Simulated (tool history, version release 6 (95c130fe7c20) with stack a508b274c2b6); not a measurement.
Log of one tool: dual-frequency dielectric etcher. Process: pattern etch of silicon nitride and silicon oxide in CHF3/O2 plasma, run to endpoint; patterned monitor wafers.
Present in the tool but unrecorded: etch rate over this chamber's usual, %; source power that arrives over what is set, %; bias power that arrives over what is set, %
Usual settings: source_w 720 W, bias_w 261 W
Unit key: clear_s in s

run	hour	source_w	bias_w	wafers since the last listed run	hours since the last wet clean	hours since the last source power generator calibration	hours since the last bias power generator calibration	hours since the last upper electrode change	incoming incoming film thickness, nm	clear_s
1	0.0	720	235	0	51.1	3948.3	1571.4	1781.8	151.8	88.9
2	26.3	720	235	159	77.4	3974.6	1597.7	1808.1	151.9	90.1
3	58.7	720	261	196	109.8	4007.0	1630.1	1840.5	151.5	89.0
4	93.8	720	261	212	144.9	4042.1	1665.2	1875.6	151.9	88.3
5	121.4	720	261	167	172.5	4069.7	1692.8	1903.2	153.0	88.3
6	156.3	720	261	211	207.4	4104.6	1727.7	1938.1	153.4	91.0
# hour 206.4: bias power generator calibrated
7	206.9	720	261	282	258.0	4155.2	0.5	1988.7	152.0	89.3
# hour 242.0: wet clean of the chamber, repeated, since the last time left the tool worse
8	242.5	720	261	70	0.5	4190.8	36.1	2024.3	153.7	83.4
9	244.0	680	261	9	2.0	4192.3	37.6	2025.8	151.0	84.3
10	278.3	680	261	208	36.3	4226.6	71.9	2060.1	152.6	85.2
11	293.7	680	261	93	51.7	4242.0	87.3	2075.5	152.8	85.3
12	318.4	820	261	149	76.4	4266.7	112.0	2100.2	152.4	81.7
13	337.1	770	208	113	95.1	4285.4	130.7	2118.9	151.7	84.1
14	353.6	720	261	100	111.6	4301.9	147.2	2135.4	153.0	84.3
15	375.2	650	261	130	133.2	4323.5	168.8	2157.0	153.0	86.6
16	396.2	830	244	127	154.2	4344.5	189.8	2178.0	150.6	79.6
17	418.0	630	212	132	176.0	4366.3	211.6	2199.8	153.5	91.0
# hour 459.1: upper electrode replaced
18	459.6	590	239	106	217.6	4407.9	253.2	0.5	153.0	92.2
19	460.0	720	198	2	218.0	4408.3	253.6	0.9	151.9	88.1
20	467.6	830	261	46	225.6	4415.9	261.2	8.5	154.0	81.6
# hour 487.6: source power generator calibrated
21	499.0	630	305	166	257.0	11.4	292.6	39.9	150.8	84.0
22	533.3	720	261	208	291.3	45.7	326.9	74.2	152.1	84.4
23	558.8	640	200	154	316.8	71.2	352.4	99.7	151.1	92.1
24	584.7	720	230	157	342.7	97.1	378.3	125.6	151.8	86.5
25	600.6	860	211	96	358.6	113.0	394.2	141.5	151.6	83.5
26	617.9	720	261	104	375.9	130.3	411.5	158.8	150.9	84.8
27	634.1	720	261	98	392.1	146.5	427.7	175.0	151.2	85.2
28	657.1	670	326	139	415.1	169.5	450.7	198.0	153.5	85.1
29	670.9	720	261	83	428.9	183.3	464.5	211.8	152.4	85.6
30	698.7	880	318	168	456.7	211.1	492.3	239.6	150.9	77.0
31	720.9	610	220	134	478.9	233.3	514.5	261.8	152.3	92.7
32	753.8	600	261	199	511.8	266.2	547.4	294.7	149.5	89.3
33	779.3	560	231	154	537.3	291.7	572.9	320.2	152.0	94.9
# hour 815.8: wet clean of the chamber
34	816.3	720	261	78	0.5	328.7	609.9	357.2	151.5	84.5
35	825.8	770	308	57	10.0	338.2	619.4	366.7	153.1	80.3
36	851.9	870	213	158	36.1	364.3	645.5	392.8	152.1	82.4

3 ways to go on from here, each from the tool as it stands after run 36. What would each give?
A	852.4	560	261	3	36.6	364.8	646.0	393.3	152.4	?
B	852.4	810	303	3	36.6	364.8	646.0	393.3	152.4	?
C	852.4	560	238	3	36.6	364.8	646.0	393.3	152.4	?

run	clear_s
A	89.6
B	78.3
C	91.1
With no hidden state in the tool, these same runs would have given:
run	clear_s
A	89.1
B	77.9
C	90.6
